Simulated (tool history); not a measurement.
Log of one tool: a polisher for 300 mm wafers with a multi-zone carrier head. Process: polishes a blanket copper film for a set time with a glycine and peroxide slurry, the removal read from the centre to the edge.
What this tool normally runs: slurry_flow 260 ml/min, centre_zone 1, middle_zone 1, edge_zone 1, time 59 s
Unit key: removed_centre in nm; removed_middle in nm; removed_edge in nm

| run | day | slurry_flow | centre_zone | middle_zone | edge_zone | time | incoming thickness of the incoming film, nm | removed_centre | removed_middle | removed_edge |
|---|---|---|---|---|---|---|---|---|---|---|
| 1 | 0 | 260 | 1 | 1 | 1.05 | 59 | 1047.2 | 281.1 | 305.6 | 308.1 |
| 2 | 0.725 | 260 | 1 | 1 | 1.05 | 59 | 1037.2 | 274.9 | 305.1 | 305.1 |
| 3 | 1.671 | 260 | 1 | 1 | 1.05 | 59 | 1034.5 | 277.9 | 308 | 305.1 |
| 4 | 2.133 | 260 | 1 | 1 | 1 | 59 | 1012.6 | 274.6 | 304.1 | 296.5 |
|  | 2.433 | slurry nozzle cleaned |
| 5 | 2.633 | 260 | 1 | 1 | 1 | 59 | 1013.7 | 271.6 | 302.9 | 304.6 |
|  | 3.2 | worn pad replaced by a new one |
| 6 | 3.354 | 260 | 1 | 1 | 1 | 59 | 1031.3 | 275.1 | 301.2 | 301.1 |
| 7 | 3.671 | 260 | 1 | 1 | 1 | 59 | 1046.5 | 270.1 | 296.7 | 297.3 |
| 8 | 4.179 | 290 | 1.06 | 0.91 | 1 | 59 | 1018 | 290.6 | 283.8 | 306.7 |
|  | 4.938 | centre zone pressure recalibrated |
| 9 | 4.958 | 285 | 1 | 0.94 | 1 | 59 | 1042.6 | 312.1 | 296.4 | 301.3 |
| 10 | 5.538 | 260 | 1 | 1 | 1.05 | 59 | 1020.7 | 309.4 | 299.7 | 308.1 |
|  | 5.879 | carrier head's membrane replaced by a new one |
| 11 | 6.067 | 260 | 0.94 | 1 | 0.93 | 59 | 1040 | 287.9 | 295.8 | 287.3 |
|  | 7.571 | worn pad replaced by a new one |
| 12 | 7.592 | 260 | 1 | 0.93 | 1 | 40 | 1033.9 | 204.6 | 196.9 | 199.8 |
| 13 | 7.754 | 325 | 0.94 | 1.1 | 1 | 59 | 1041.7 | 299.2 | 336.3 | 299.6 |
| 14 | 8.467 | 260 | 1 | 1.05 | 1 | 53 | 1012.8 | 278.6 | 277.5 | 268.9 |
| 15 | 9.171 | 260 | 1.04 | 1.04 | 0.94 | 59 | 1023.8 | 318.8 | 310.6 | 290.9 |
| 16 | 9.9 | 260 | 1 | 1 | 1 | 80 | 1031.6 | 414 | 403.8 | 406.5 |
| 17 | 10.575 | 260 | 1.08 | 1.06 | 1 | 66 | 1010.9 | 360 | 349.3 | 329.8 |
|  | 11.188 | worn pad replaced by a new one |
| 18 | 11.208 | 260 | 0.97 | 0.95 | 1 | 59 | 1016.6 | 302.7 | 292 | 297.1 |
| 19 | 11.779 | 260 | 1 | 1 | 0.95 | 74 | 1034.8 | 384.4 | 380.6 | 366.9 |
| 20 | 12.492 | 260 | 1 | 1 | 1 | 59 | 1035.6 | 310.9 | 303.3 | 298.4 |
| 21 | 12.917 | 260 | 1 | 1 | 1 | 59 | 1027.1 | 301.6 | 297.7 | 296 |
| 22 | 13.321 | 210 | 1 | 1 | 1 | 59 | 1028.9 | 296.6 | 294.2 | 296.7 |
| 23 | 13.642 | 295 | 0.88 | 0.97 | 1.08 | 59 | 1031.5 | 272 | 300.6 | 312.9 |

The logged runs with the hidden state left out (each run's random variation unchanged):
The tool's hidden condition here consists of: removal rate lost through wear of the pad, %; slurry flow missing at the pad, %; deviation of the centre zone's pressure from its setpoint, %; deviation of the edge zone's pressure from its setpoint, %.
| run | removed_centre |
|---|---|
| 1 | 309.2 |
| 2 | 303.6 |
| 3 | 308.5 |
| 4 | 305.5 |
| 5 | 303.1 |
| 6 | 308.2 |
| 7 | 303.2 |
| 8 | 326.9 |
| 9 | 310 |
| 10 | 307.3 |
| 11 | 286 |
| 12 | 203.3 |
| 13 | 297.3 |
| 14 | 276.9 |
| 15 | 317 |
| 16 | 411.8 |
| 17 | 358.3 |
| 18 | 301.4 |
| 19 | 383 |
| 20 | 310 |
| 21 | 300.8 |
| 22 | 296 |
| 23 | 271.5 |
removed_middle without the hidden state stays within 0.2 nm of what was measured, in all runs.
For removed_edge, the value without the hidden state matches the measurement in each run.

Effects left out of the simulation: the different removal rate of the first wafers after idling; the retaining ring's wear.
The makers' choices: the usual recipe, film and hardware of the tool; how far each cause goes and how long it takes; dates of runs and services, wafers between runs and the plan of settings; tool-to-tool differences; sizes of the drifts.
